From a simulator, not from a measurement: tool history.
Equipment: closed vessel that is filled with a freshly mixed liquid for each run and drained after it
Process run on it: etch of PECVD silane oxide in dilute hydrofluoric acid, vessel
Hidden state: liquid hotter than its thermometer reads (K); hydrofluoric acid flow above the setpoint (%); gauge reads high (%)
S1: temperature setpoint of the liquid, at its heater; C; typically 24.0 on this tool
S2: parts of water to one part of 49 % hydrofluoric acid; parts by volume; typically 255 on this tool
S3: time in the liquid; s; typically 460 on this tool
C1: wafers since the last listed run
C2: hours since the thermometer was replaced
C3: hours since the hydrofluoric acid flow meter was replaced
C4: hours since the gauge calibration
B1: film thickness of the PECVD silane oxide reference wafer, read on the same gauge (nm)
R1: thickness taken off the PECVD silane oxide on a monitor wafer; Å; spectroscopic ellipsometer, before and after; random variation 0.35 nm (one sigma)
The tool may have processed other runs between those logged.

run,day,S1,S2,S3,C1,C2,C3,C4,B1,R1
1,0.000,27.5,255,460,0,429.1,685.3,703.1,90.03,631.7
2,0.825,24.0,255,535,1184,448.9,705.1,722.9,90.03,667.6
3,1.512,24.0,255,535,987,465.4,721.6,739.4,90.02,660.1
4,2.317,24.0,255,460,1154,484.7,740.9,758.7,90.04,574.2
5,3.229,24.0,255,460,1310,506.6,762.8,780.6,89.94,574.4
6,4.196,24.0,255,460,1387,529.8,786.0,803.8,89.99,580.5
7,5.062,24.0,255,460,1244,550.6,806.8,824.6,90.00,573.0
8,5.571,24.0,255,460,729,562.8,819.0,836.8,90.00,573.3
9,6.975,24.0,255,350,2016,596.5,852.7,870.5,89.99,436.1
10,7.925,24.0,255,350,1363,619.3,875.5,893.3,90.01,436.6
11,8.629,24.0,255,350,1010,636.2,892.4,910.2,89.95,437.8
12,9.496,24.0,255,460,1244,657.0,913.2,931.0,89.98,579.1
13,10.567,24.0,255,460,1537,682.7,938.9,956.7,90.01,584.4
# day 10.692: thermometer replaced
14,11.538,24.0,255,460,1334,20.3,962.2,980.0,90.01,542.6
15,12.096,24.0,290,615,801,33.7,975.6,993.4,89.97,608.3
16,12.675,24.0,215,460,831,47.6,989.5,1007.3,89.95,675.0
17,14.075,24.0,255,460,2010,81.2,1023.1,1040.9,89.99,544.7

The next listed run, before its measurement:
18,14.604,27.0,255,460,759,93.9,1035.8,1053.6,?,?

{"run 18": {"B1": 89.97, "R1": 610.6}}
If the tool had no hidden condition, the same run with the same run-to-run variation would have returned R1 603.7 Å.

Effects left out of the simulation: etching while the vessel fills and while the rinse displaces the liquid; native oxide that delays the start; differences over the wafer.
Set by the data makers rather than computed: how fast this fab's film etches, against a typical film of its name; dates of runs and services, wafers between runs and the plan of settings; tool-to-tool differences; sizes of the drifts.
